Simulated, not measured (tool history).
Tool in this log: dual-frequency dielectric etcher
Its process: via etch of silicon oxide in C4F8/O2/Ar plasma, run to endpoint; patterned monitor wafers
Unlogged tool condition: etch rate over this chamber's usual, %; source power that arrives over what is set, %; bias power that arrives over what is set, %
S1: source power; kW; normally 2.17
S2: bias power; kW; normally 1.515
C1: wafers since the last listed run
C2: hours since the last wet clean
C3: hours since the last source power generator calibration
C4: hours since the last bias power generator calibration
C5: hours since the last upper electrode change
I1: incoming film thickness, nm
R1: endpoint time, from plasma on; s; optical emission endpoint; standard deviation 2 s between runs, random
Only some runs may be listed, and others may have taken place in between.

Run 1, hour 0: usual settings; C1 0; C2 226.6; C3 1068.4; C4 2766.2; C5 1912.2; I1 1229.8. Result: R1 294.9 s.
Run 2, hour 62.2: usual settings; C1 442; C2 288.8; C3 1130.6; C4 2828.4; C5 1974.4; I1 1244.7. Result: R1 299.1 s.
Run 3, hour 223.8: usual settings but S1 2.35 kW, S2 1.816 kW; C1 1150; C2 450.4; C3 1292.2; C4 2990; C5 2136; I1 1235.9. Result: R1 273.2 s.
At hour 253: wet clean of the chamber.
Run 4, hour 256.7: usual settings but S1 2.35 kW, S2 1.816 kW; C1 63; C2 3.7; C3 1325.1; C4 3022.9; C5 2168.9; I1 1239.3. Result: R1 258.1 s.
Run 5, hour 310.9: usual settings but S2 1.666 kW; C1 385; C2 57.9; C3 1379.3; C4 3077.1; C5 2223.1; I1 1238.7. Result: R1 276.8 s.
Run 6, hour 366.3: usual settings but S2 1.666 kW; C1 394; C2 113.3; C3 1434.7; C4 3132.5; C5 2278.5; I1 1234.4. Result: R1 273.9 s.
Run 7, hour 396.8: usual settings but S2 1.666 kW; C1 217; C2 143.8; C3 1465.2; C4 3163; C5 2309; I1 1239.5. Result: R1 278.3 s.
Run 8, hour 429.3: usual settings but S1 1.93 kW, S2 1.224 kW; C1 231; C2 176.3; C3 1497.7; C4 3195.5; C5 2341.5; I1 1246.8. Result: R1 325.1 s.
Run 9, hour 453.7: usual settings but S1 1.93 kW, S2 1.224 kW; C1 173; C2 200.7; C3 1522.1; C4 3219.9; C5 2365.9; I1 1242.8. Result: R1 331.1 s.
At hour 485.5: upper electrode replaced.
Run 10, hour 486: usual settings but S1 1.93 kW, S2 1.224 kW; C1 59; C2 233; C3 1554.4; C4 3252.2; C5 0.5; I1 1230.6. Result: R1 325.4 s.
Run 11, hour 545.8: usual settings but S2 1.411 kW; C1 425; C2 292.8; C3 1614.2; C4 3312; C5 60.3; I1 1233.9. Result: R1 300.9 s.
Run 12, hour 614.7: usual settings; C1 490; C2 361.7; C3 1683.1; C4 3380.9; C5 129.2; I1 1247.3. Result: R1 294.6 s.
Run 13, hour 684.8: usual settings but S1 1.73 kW, S2 1.798 kW; C1 499; C2 431.8; C3 1753.2; C4 3451; C5 199.3; I1 1232.4. Result: R1 307.9 s.
At hour 712.2: bias power generator calibrated.
Run 14, hour 712.9: usual settings but S1 1.97 kW; C1 171; C2 459.9; C3 1781.3; C4 0.7; C5 227.4; I1 1251.4. Result: R1 314.5 s.
Run 15, hour 756.8: usual settings but S1 2.5 kW, S2 1.41 kW; C1 312; C2 503.8; C3 1825.2; C4 44.6; C5 271.3; I1 1246.9. Result: R1 294.1 s.
At hour 781.9: wet clean of the chamber.
Run 16, hour 798.1: usual settings but S2 1.411 kW; C1 123; C2 16.2; C3 1866.5; C4 85.9; C5 312.6; I1 1240.3. Result: R1 293.9 s.
Run 17, hour 824.8: usual settings; C1 190; C2 42.9; C3 1893.2; C4 112.6; C5 339.3; I1 1233.6. Result: R1 284.3 s.
Run 18, hour 884.3: usual settings but S1 2.47 kW, S2 1.276 kW; C1 423; C2 102.4; C3 1952.7; C4 172.1; C5 398.8; I1 1245.2. Result: R1 291.3 s.
Run 19, hour 921.2: usual settings but S2 1.357 kW; C1 262; C2 139.3; C3 1989.6; C4 209; C5 435.7; I1 1249.9. Result: R1 302.3 s.
At hour 943.1: source power generator calibrated.
Run 20, hour 968.5: usual settings but S1 2.47 kW, S2 1.39 kW; C1 308; C2 186.6; C3 25.4; C4 256.3; C5 483; I1 1242.8. Result: R1 285.6 s.
Run 21, hour 1007.9: usual settings but S2 1.369 kW; C1 280; C2 226; C3 64.8; C4 295.7; C5 522.4; I1 1228.7. Result: R1 299.6 s.
Run 22, hour 1074.7: usual settings; C1 475; C2 292.8; C3 131.6; C4 362.5; C5 589.2; I1 1237.4. Result: R1 293.8 s.
Run 23, hour 1115.8: usual settings but S1 2.01 kW, S2 1.212 kW; C1 292; C2 333.9; C3 172.7; C4 403.6; C5 630.3; I1 1246.2. Result: R1 327.1 s.
Run 24, hour 1175: usual settings; C1 421; C2 393.1; C3 231.9; C4 462.8; C5 689.5; I1 1244.7. Result: R1 297.5 s.
At hour 1216.9: wet clean of the chamber.
Run 25, hour 1234.1: usual settings but S1 1.76 kW, S2 1.869 kW; C1 249; C2 17.2; C3 291; C4 521.9; C5 748.6; I1 1232.9. Result: R1 289 s.
Run 26, hour 1303.8: usual settings but S1 1.81 kW, S2 1.787 kW; C1 496; C2 86.9; C3 360.7; C4 591.6; C5 818.3; I1 1232.4. Result: R1 293.4 s.
Run 27, hour 1365.3: usual settings but S1 2.49 kW, S2 1.766 kW; C1 437; C2 148.4; C3 422.2; C4 653.1; C5 879.8; I1 1237.2. Result: R1 259.8 s.
Run 28, hour 1396.7: usual settings but S2 1.411 kW; C1 223; C2 179.8; C3 453.6; C4 684.5; C5 911.2; I1 1238.4. Result: R1 300.5 s.
Run 29, hour 1460.2: usual settings but S2 1.894 kW; C1 452; C2 243.3; C3 517.1; C4 748; C5 974.7; I1 1256.9. Result: R1 274.2 s.
Run 30, hour 1614.6: usual settings but S1 1.76 kW, S2 1.675 kW; C1 1099; C2 397.7; C3 671.5; C4 902.4; C5 1129.1; I1 1241.4. Result: R1 314.1 s.
At hour 1683.2: wet clean of the chamber.
Run 31, hour 1683.7: usual settings but S2 1.39 kW; C1 321; C2 0.5; C3 740.6; C4 971.5; C5 1198.2; I1 1238.8. Result: R1 290.7 s.
Run 32, hour 1695.7: usual settings but S1 2.5 kW, S2 1.239 kW; C1 85; C2 12.5; C3 752.6; C4 983.5; C5 1210.2; I1 1242.1. Result: R1 287.5 s.
Run 33, hour 1738.9: usual settings but S1 1.7 kW; C1 307; C2 55.7; C3 795.8; C4 1026.7; C5 1253.4; I1 1246.9. Result: R1 322.1 s.
Run 34, hour 1769: usual settings; C1 214; C2 85.8; C3 825.9; C4 1056.8; C5 1283.5; I1 1246.1. Result: R1 292.6 s.
Run 35, hour 1793: usual settings but S1 1.78 kW, S2 1.32 kW; C1 170; C2 109.8; C3 849.9; C4 1080.8; C5 1307.5; I1 1227.3. Result: R1 328.9 s.

Hidden state or all else? Some run-to-run changes of R1, split into what the settings, what came in and random variation would give without the hidden state, and what is left for the hidden state (with any gauge scatter that isn't in both results):
Run 3 -> 4: wet clean of the chamber. R1 -15.1 s: hidden state -15, all else -0.1.
Run 7 -> 8: S1 2.17 -> 1.93, S2 1.666 -> 1.224. R1 +46.8 s: hidden state +1.7, all else +45.1.
Run 15 -> 16: S1 2.5 -> 2.17, S2 1.41 -> 1.411, wet clean of the chamber. R1 -0.2 s: hidden state -14.7, all else +14.5.
Run 24 -> 25: S1 2.17 -> 1.76, S2 1.515 -> 1.869, wet clean of the chamber. R1 -8.5 s: hidden state -12.6, all else +4.1.
Run 27 -> 28: S1 2.49 -> 2.17, S2 1.766 -> 1.411. R1 +40.7 s: hidden state +1.5, all else +39.2.
Run 29 -> 30: S1 2.17 -> 1.76, S2 1.894 -> 1.675. R1 +39.9 s: hidden state +6, all else +33.9.
